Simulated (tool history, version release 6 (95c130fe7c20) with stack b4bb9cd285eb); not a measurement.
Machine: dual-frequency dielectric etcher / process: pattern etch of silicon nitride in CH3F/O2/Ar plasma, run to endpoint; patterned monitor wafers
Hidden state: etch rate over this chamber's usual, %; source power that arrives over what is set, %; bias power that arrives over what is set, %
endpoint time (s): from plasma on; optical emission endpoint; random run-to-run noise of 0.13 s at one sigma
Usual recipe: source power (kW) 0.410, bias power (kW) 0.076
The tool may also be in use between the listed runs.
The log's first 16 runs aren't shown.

run    hour  source power (kW)  bias power (kW)  wafers since the last listed run  hours since the last wet clean  hours since the last source power generator calibration  hours since the last bias power generator calibration  hours since the last upper electrode change  incoming incoming film thickness, nm  endpoint time (s)
 17   809.3              0.320            0.061                               259                            66.8                                                   4962.1                                                 1341.2                                         64.0                                 32.18               47.5
 18   870.5              0.350            0.076                               523                           128.0                                                   5023.3                                                 1402.4                                        125.2                                 32.46               45.5
      910.4  -- source power generator calibrated
 19   937.8              0.380            0.065                               541                           195.3                                                     27.4                                                 1469.7                                        192.5                                 32.38               45.8
 20   976.3              0.360            0.088                               329                           233.8                                                     65.9                                                 1508.2                                        231.0                                 32.36               44.3
      998.2  -- bias power generator calibrated
 21  1024.4              0.410            0.076                               377                           281.9                                                    114.0                                                   26.2                                        279.1                                 32.36               43.9
 22  1088.9              0.500            0.089                               551                           346.4                                                    178.5                                                   90.7                                        343.6                                 32.59               41.1
     1122.9  -- wet clean of the chamber
 23  1130.2              0.450            0.067                               147                             7.3                                                    219.8                                                  132.0                                        384.9                                 32.20               41.7
 24  1166.5              0.410            0.076                               310                            43.6                                                    256.1                                                  168.3                                        421.2                                 32.32               42.6
 25  1201.1              0.320            0.063                               295                            78.2                                                    290.7                                                  202.9                                        455.8                                 32.40               47.2
 26  1264.6              0.460            0.058                               543                           141.7                                                    354.2                                                  266.4                                        519.3                                 32.72               43.7

Run 27 is up next; what results do you expect?
 27  1465.3              0.410            0.076                              1716                           342.4                                                    554.9                                                  467.1                                        720.0                                 32.55                  ?

Run 27 came out at endpoint time (s) 44.2.
Without the tool's hidden state the same run would have given endpoint time (s) 42.7.
